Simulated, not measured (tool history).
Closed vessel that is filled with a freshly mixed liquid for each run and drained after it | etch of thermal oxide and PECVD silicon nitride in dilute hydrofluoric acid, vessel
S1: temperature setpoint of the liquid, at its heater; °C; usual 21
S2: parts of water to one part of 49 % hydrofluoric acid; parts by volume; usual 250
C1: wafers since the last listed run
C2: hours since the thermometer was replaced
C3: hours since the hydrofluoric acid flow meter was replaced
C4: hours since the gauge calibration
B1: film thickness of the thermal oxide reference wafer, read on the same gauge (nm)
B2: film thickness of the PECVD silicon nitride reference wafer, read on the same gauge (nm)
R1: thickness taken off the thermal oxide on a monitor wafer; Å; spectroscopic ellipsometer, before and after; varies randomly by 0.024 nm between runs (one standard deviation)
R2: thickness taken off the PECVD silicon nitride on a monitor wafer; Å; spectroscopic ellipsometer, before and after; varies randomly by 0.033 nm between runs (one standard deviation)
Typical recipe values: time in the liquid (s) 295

run 1 hour=0 | S1=21 S2=250 time_in_the_liquid_(s)=260 | C1=0 C2=218 C3=949.1 C4=2845 | B1=119.946 B2=30.006 | R1=37.77 R2=45.47
run 2 hour=94.3 | S1=21 S2=290 time_in_the_liquid_(s)=295 | C1=9231 C2=312.3 C3=1043.4 C4=2939.3 | B1=120.045 B2=29.989 | R1=35.04 R2=44.67
run 3 hour=201 | S1=21 S2=290 time_in_the_liquid_(s)=295 | C1=10445 C2=419 C3=1150.1 C4=3046 | B1=119.981 B2=29.996 | R1=35.21 R2=44.78
-- hour=205.4 gauge calibrated
run 4 hour=242.9 | S1=21 S2=250 time_in_the_liquid_(s)=295 | C1=4101 C2=460.9 C3=1192 C4=37.5 | B1=119.973 B2=30.003 | R1=42.87 R2=52.11
run 5 hour=296.7 | S1=21 S2=250 time_in_the_liquid_(s)=295 | C1=5266 C2=514.7 C3=1245.8 C4=91.3 | B1=119.982 B2=29.981 | R1=42.64 R2=52.44
run 6 hour=384.9 | S1=21 S2=335 time_in_the_liquid_(s)=420 | C1=8634 C2=602.9 C3=1334 C4=179.5 | B1=119.929 B2=30.009 | R1=42.52 R2=55.38
run 7 hour=443.6 | S1=21 S2=195 time_in_the_liquid_(s)=150 | C1=5746 C2=661.6 C3=1392.7 C4=238.2 | B1=119.99 B2=29.97 | R1=29.58 R2=34.04
run 8 hour=517.2 | S1=19.5 S2=280 time_in_the_liquid_(s)=410 | C1=7204 C2=735.2 C3=1466.3 C4=311.8 | B1=120.021 B2=30.015 | R1=49.09 R2=59.58
run 9 hour=574.7 | S1=21 S2=250 time_in_the_liquid_(s)=230 | C1=5628 C2=792.7 C3=1523.8 C4=369.3 | B1=119.992 B2=29.972 | R1=33.64 R2=41.36
run 10 hour=680.4 | S1=19.5 S2=280 time_in_the_liquid_(s)=410 | C1=10347 C2=898.4 C3=1629.5 C4=475 | B1=120.065 B2=30.008 | R1=49.33 R2=59.9
run 11 hour=748.8 | S1=24 S2=340 time_in_the_liquid_(s)=230 | C1=6695 C2=966.8 C3=1697.9 C4=543.4 | B1=119.999 B2=30.004 | R1=25.6 R2=36.5
-- hour=812.1 hydrofluoric acid flow meter replaced
run 12 hour=855.5 | S1=21 S2=250 time_in_the_liquid_(s)=295 | C1=10347 C2=1073.5 C3=43.4 C4=650.1 | B1=120.024 B2=30.033 | R1=41.42 R2=51.11
-- hour=1053.2 thermometer replaced
run 13 hour=1122.4 | S1=21 S2=150 time_in_the_liquid_(s)=380 | C1=26029 C2=69.2 C3=310.3 C4=917 | B1=120.019 B2=29.996 | R1=99.13 R2=106.9
run 14 hour=1436.8 | S1=21 S2=250 time_in_the_liquid_(s)=295 | C1=30777 C2=383.6 C3=624.7 C4=1231.4 | B1=120.02 B2=29.991 | R1=42.06 R2=51.12
run 15 hour=1523.8 | S1=21 S2=185 time_in_the_liquid_(s)=365 | C1=8516 C2=470.6 C3=711.7 C4=1318.4 | B1=120.063 B2=30.005 | R1=75.09 R2=85.4
run 16 hour=1615.6 | S1=21 S2=250 time_in_the_liquid_(s)=295 | C1=8986 C2=562.4 C3=803.5 C4=1410.2 | B1=120.001 B2=30.012 | R1=42.2 R2=51.7
run 17 hour=1715.2 | S1=25.5 S2=250 time_in_the_liquid_(s)=465 | C1=9750 C2=662 C3=903.1 C4=1509.8 | B1=119.964 B2=29.967 | R1=78.36 R2=107.24
run 18 hour=1792.1 | S1=19 S2=250 time_in_the_liquid_(s)=450 | C1=7527 C2=738.9 C3=980 C4=1586.7 | B1=120.04 B2=29.991 | R1=60.54 R2=69.93
run 19 hour=1869.1 | S1=21 S2=250 time_in_the_liquid_(s)=295 | C1=7537 C2=815.9 C3=1057 C4=1663.7 | B1=120.022 B2=30.015 | R1=42.36 R2=52.25
run 20 hour=1943.3 | S1=21 S2=295 time_in_the_liquid_(s)=295 | C1=7263 C2=890.1 C3=1131.2 C4=1737.9 | B1=120.007 B2=30.005 | R1=34.73 R2=44
run 21 hour=2006.9 | S1=19 S2=250 time_in_the_liquid_(s)=345 | C1=6226 C2=953.7 C3=1194.8 C4=1801.5 | B1=119.973 B2=29.984 | R1=46.65 R2=53.96
run 22 hour=2056.8 | S1=21 S2=250 time_in_the_liquid_(s)=120 | C1=4884 C2=1003.6 C3=1244.7 C4=1851.4 | B1=119.984 B2=29.976 | R1=17.44 R2=20.94
run 23 hour=2135.5 | S1=18 S2=325 time_in_the_liquid_(s)=410 | C1=7704 C2=1082.3 C3=1323.4 C4=1930.1 | B1=120.01 B2=29.979 | R1=38.15 R2=46.28
run 24 hour=2211.5 | S1=17 S2=135 time_in_the_liquid_(s)=155 | C1=7439 C2=1158.3 C3=1399.4 C4=2006.1 | B1=120.014 B2=30.008 | R1=39.81 R2=37.91
run 25 hour=2302.2 | S1=21 S2=250 time_in_the_liquid_(s)=295 | C1=8878 C2=1249 C3=1490.1 C4=2096.8 | B1=120.003 B2=29.99 | R1=43.02 R2=52.9

Run 26 comes next. What will it give?
run 26 hour=2369.2 | S1=22.5 S2=250 time_in_the_liquid_(s)=295 | C1=6558 C2=1316 C3=1557.1 C4=2163.8 | B1=? B2=? | R1=? R2=?

{"run 26": {"B1": 119.929, "B2": 29.993, "R1": 46.18, "R2": 58.16}}
With the hidden condition absent and the run-to-run variation left alone, this run would have shown R1 44.05 Å, R2 56.03 Å.
